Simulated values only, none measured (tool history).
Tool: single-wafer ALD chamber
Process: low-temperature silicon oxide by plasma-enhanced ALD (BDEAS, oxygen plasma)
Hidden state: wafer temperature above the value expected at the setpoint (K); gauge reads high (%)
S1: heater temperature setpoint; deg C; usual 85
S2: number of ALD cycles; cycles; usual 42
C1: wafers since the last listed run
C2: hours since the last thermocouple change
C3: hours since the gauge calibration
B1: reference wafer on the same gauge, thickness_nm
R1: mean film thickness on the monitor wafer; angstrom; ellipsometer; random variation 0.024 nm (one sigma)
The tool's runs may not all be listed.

run   hour  S1  S2   C1      C2     C3     B1     R1
  1      0  97  42    0  2010.8  278.1  5.237   58.1
  2   18.3  85  46  133  2029.1  296.4  5.245  66.16
  3     47  85  46  208  2057.8  325.1  5.251  66.35
  4   72.6  91  42  186  2083.4  350.7  5.255  59.61
  5    102  85  48  213  2112.8  380.1  5.263  69.38
  6  172.2  85  42  510    2183  450.3   5.28  60.91
  7  197.1  95  42  181  2207.9  475.2  5.267  58.79
  8  214.2  85  42  124    2225  492.3  5.273  60.89
  9  266.9  85  40  383  2277.7    545  5.283  58.02
 10  281.8  85  40  108  2292.6  559.9  5.276  58.03
 11  312.8  85  42  225  2323.6  590.9  5.288  60.98
     340.3  -- thermocouple changed; heater temperature recalibrated
 12  340.8  85  42  145     0.5  618.9   5.28  61.22
 13    367  92  42  190    26.7  645.1  5.301   59.9
 14  392.2  92  42  183    51.9  670.3  5.289  59.54
 15  425.7  92  42  243    85.4  703.8  5.286   60.1
 16  439.2  85  42   98    98.9  717.3  5.298  61.04
     456.6  -- gauge calibrated
 17  457.1  85  42  130   116.8    0.5  5.149  59.54
 18  477.3  85  42  146     137   20.7   5.16  59.23
 19  501.5  85  42  175   161.2   44.9  5.173   60.2
 20    531  92  46  214   190.7   74.4  5.187  63.93
 21  552.7  77  50  157   212.4   96.1  5.216   73.1
 22  570.3  75  37  127     230  113.7  5.199  54.18
 23  596.4  85  42  189   256.1  139.8  5.222  60.01
 24  615.7  76  35  140   275.4  159.1  5.235  51.23
 25  628.8  85  42   95   288.5  172.2  5.232  60.24
 26  647.2  80  42  133   306.9  190.6  5.241  61.29
 27  677.7  99  42  221   337.4  221.1  5.242  57.83
 28  703.5  95  42  187   363.2  246.9  5.254  58.89
 29  718.7  99  36  110   378.4  262.1  5.269  49.47
 30  738.4  85  40  143   398.1  281.8  5.276  57.63
 31  751.4  85  42   94   411.1  294.8  5.263  60.62
 32  784.7  85  42  242   444.4  328.1  5.283  60.42
 33  812.1  81  40  199   471.8  355.5  5.279  59.13
 34  825.8  81  37   99   485.5  369.2  5.288  54.05
 35  847.1  77  37  154   506.8  390.5  5.283  54.99
 36  874.9  78  38  202   534.6  418.3  5.286  56.32
 37    910  93  34  255   569.7  453.4  5.286  47.87
 38  927.3  96  42  125     587  470.7   5.29  59.08

The same runs without the tool's hidden state, with the same run-to-run variation:
run     R1
  1  56.98
  2  64.83
  3  64.94
  4  58.29
  5  67.78
  6  59.39
  7  57.28
  8  59.31
  9  56.46
 10  56.45
 11   59.3
 12  59.51
 13   58.2
 14  57.83
 15  58.36
 16  59.27
 17  59.45
 18     59
 19   59.8
 20  63.32
 21  72.26
 22  53.47
 23  59.11
 24  50.39
 25  59.19
 26  60.15
 27  56.65
 28  57.61
 29  48.36
 30  56.29
 31  59.17
 32   58.9
 33  57.58
 34  52.61
 35  53.49
 36  54.74
 37  46.49
 38  57.35
